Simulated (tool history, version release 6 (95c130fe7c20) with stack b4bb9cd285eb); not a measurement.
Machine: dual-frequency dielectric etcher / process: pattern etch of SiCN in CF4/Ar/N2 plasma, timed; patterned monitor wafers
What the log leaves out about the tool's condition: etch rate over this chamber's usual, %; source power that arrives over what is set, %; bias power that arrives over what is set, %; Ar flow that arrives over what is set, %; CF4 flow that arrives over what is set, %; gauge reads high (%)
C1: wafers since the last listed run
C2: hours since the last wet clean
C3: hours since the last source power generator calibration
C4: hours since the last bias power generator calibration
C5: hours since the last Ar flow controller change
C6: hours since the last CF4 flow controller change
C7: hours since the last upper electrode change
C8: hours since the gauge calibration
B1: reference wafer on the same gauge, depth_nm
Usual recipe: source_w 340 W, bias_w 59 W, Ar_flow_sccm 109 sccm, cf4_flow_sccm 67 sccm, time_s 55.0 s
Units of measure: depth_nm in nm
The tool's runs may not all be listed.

Run 1, hour 0.0: usual settings but time_s 58.5 s; C1 0; C2 375.8; C3 2137.3; C4 3165.8; C5 2547.9; C6 3612.8; C7 3819.2; C8 131.0; B1 40.69. Result: depth_nm 35.29 nm.
Run 2, hour 15.0: usual settings but time_s 58.5 s; C1 171; C2 390.8; C3 2152.3; C4 3180.8; C5 2562.9; C6 3627.8; C7 3834.2; C8 146.0; B1 40.73. Result: depth_nm 35.37 nm.
At hour 29.3: gauge calibrated.
Run 3, hour 29.7: usual settings; C1 168; C2 405.5; C3 2167.0; C4 3195.5; C5 2577.6; C6 3642.5; C7 3848.9; C8 0.4; B1 40.72. Result: depth_nm 33.24 nm.
Run 4, hour 44.9: usual settings; C1 174; C2 420.7; C3 2182.2; C4 3210.7; C5 2592.8; C6 3657.7; C7 3864.1; C8 15.6; B1 40.69. Result: depth_nm 33.24 nm.
Run 5, hour 62.4: usual settings but time_s 63.5 s; C1 200; C2 438.2; C3 2199.7; C4 3228.2; C5 2610.3; C6 3675.2; C7 3881.6; C8 33.1; B1 40.67. Result: depth_nm 38.37 nm.
Run 6, hour 74.5: usual settings but Ar_flow_sccm 126 sccm, cf4_flow_sccm 58 sccm; C1 138; C2 450.3; C3 2211.8; C4 3240.3; C5 2622.4; C6 3687.3; C7 3893.7; C8 45.2; B1 40.70. Result: depth_nm 30.91 nm.
Run 7, hour 92.4: usual settings but Ar_flow_sccm 129 sccm; C1 205; C2 468.2; C3 2229.7; C4 3258.2; C5 2640.3; C6 3705.2; C7 3911.6; C8 63.1; B1 40.70. Result: depth_nm 32.00 nm.
At hour 121.7: upper electrode replaced.
At hour 124.5: CF4 flow controller replaced.
Run 8, hour 125.0: usual settings but Ar_flow_sccm 129 sccm; C1 66; C2 500.8; C3 2262.3; C4 3290.8; C5 2672.9; C6 0.5; C7 3.3; C8 95.7; B1 40.69. Result: depth_nm 31.97 nm.
Run 9, hour 125.3: usual settings but Ar_flow_sccm 129 sccm; C1 3; C2 501.1; C3 2262.6; C4 3291.1; C5 2673.2; C6 0.8; C7 3.6; C8 96.0; B1 40.71. Result: depth_nm 32.00 nm.
Run 10, hour 138.8: usual settings but source_w 400 W, bias_w 66 W, time_s 38.5 s; C1 154; C2 514.6; C3 2276.1; C4 3304.6; C5 2686.7; C6 14.3; C7 17.1; C8 109.5; B1 40.70. Result: depth_nm 28.92 nm.
Run 11, hour 156.7: usual settings but source_w 400 W, Ar_flow_sccm 126 sccm, cf4_flow_sccm 73 sccm, time_s 45.5 s; C1 205; C2 532.5; C3 2294.0; C4 3322.5; C5 2704.6; C6 32.2; C7 35.0; C8 127.4; B1 40.73. Result: depth_nm 32.26 nm.
Run 12, hour 168.0: usual settings; C1 129; C2 543.8; C3 2305.3; C4 3333.8; C5 2715.9; C6 43.5; C7 46.3; C8 138.7; B1 40.68. Result: depth_nm 33.49 nm.
Run 13, hour 179.3: usual settings; C1 129; C2 555.1; C3 2316.6; C4 3345.1; C5 2727.2; C6 54.8; C7 57.6; C8 150.0; B1 40.72. Result: depth_nm 33.47 nm.
At hour 215.2: wet clean of the chamber.
Run 14, hour 215.7: usual settings; C1 142; C2 0.5; C3 2353.0; C4 3381.5; C5 2763.6; C6 91.2; C7 94.0; C8 186.4; B1 40.72. Result: depth_nm 32.92 nm.
Run 15, hour 216.0: usual settings but source_w 270 W, bias_w 51 W, Ar_flow_sccm 130 sccm, time_s 48.0 s; C1 3; C2 0.8; C3 2353.3; C4 3381.8; C5 2763.9; C6 91.5; C7 94.3; C8 186.7; B1 40.71. Result: depth_nm 20.21 nm.
Run 16, hour 217.2: usual settings; C1 13; C2 2.0; C3 2354.5; C4 3383.0; C5 2765.1; C6 92.7; C7 95.5; C8 187.9; B1 40.68. Result: depth_nm 32.91 nm.
At hour 224.5: gauge calibrated.
At hour 229.2: bias power generator calibrated.
At hour 232.2: source power generator calibrated.
Run 17, hour 232.7: usual settings but time_s 58.5 s; C1 97; C2 17.5; C3 0.5; C4 3.5; C5 2780.6; C6 108.2; C7 111.0; C8 8.2; B1 40.72. Result: depth_nm 37.15 nm.
At hour 246.0: Ar flow controller replaced.
Run 18, hour 259.5: usual settings but source_w 370 W, bias_w 51 W, Ar_flow_sccm 101 sccm; C1 238; C2 44.3; C3 27.3; C4 30.3; C5 13.5; C6 135.0; C7 137.8; C8 35.0; B1 40.71. Result: depth_nm 36.84 nm.
Run 19, hour 289.1: usual settings but source_w 290 W, cf4_flow_sccm 79 sccm; C1 339; C2 73.9; C3 56.9; C4 59.9; C5 43.1; C6 164.6; C7 167.4; C8 64.6; B1 40.67. Result: depth_nm 30.53 nm.
Run 20, hour 304.7: usual settings but source_w 260 W, bias_w 46 W, Ar_flow_sccm 118 sccm; C1 178; C2 89.5; C3 72.5; C4 75.5; C5 58.7; C6 180.2; C7 183.0; C8 80.2; B1 40.70. Result: depth_nm 23.07 nm.
Run 21, hour 313.6: usual settings but source_w 420 W, bias_w 64 W, Ar_flow_sccm 94 sccm; C1 101; C2 98.4; C3 81.4; C4 84.4; C5 67.6; C6 189.1; C7 191.9; C8 89.1; B1 40.69. Result: depth_nm 46.42 nm.

What was the tool's hidden state at every run in the log?
bias power that arrives over what is set, %: 0 across all the runs
Ar flow that arrives over what is set, %: 0 across all the runs
CF4 flow that arrives over what is set, %: 0 across all the runs
gauge reads high (%): 0 across all the runs
H1: etch rate over this chamber's usual, %
H2: source power that arrives over what is set, %
run     H1      H2
  1   1.05   -4.72
  2    1.1   -4.73
  3   1.15   -4.73
  4   1.21   -4.74
  5   1.27   -4.75
  6   1.31   -4.75
  7   1.37   -4.76
  8   1.49   -4.77
  9   1.49   -4.77
 10   1.54   -4.77
 11    1.6   -4.78
 12   1.64   -4.78
 13   1.68   -4.79
 14  0.135    -4.8
 15  0.136    -4.8
 16  0.141    -4.8
 17  0.196    0.57
 18  0.291   0.386
 19  0.396   0.191
 20  0.451  0.0909
 21  0.483  0.0348

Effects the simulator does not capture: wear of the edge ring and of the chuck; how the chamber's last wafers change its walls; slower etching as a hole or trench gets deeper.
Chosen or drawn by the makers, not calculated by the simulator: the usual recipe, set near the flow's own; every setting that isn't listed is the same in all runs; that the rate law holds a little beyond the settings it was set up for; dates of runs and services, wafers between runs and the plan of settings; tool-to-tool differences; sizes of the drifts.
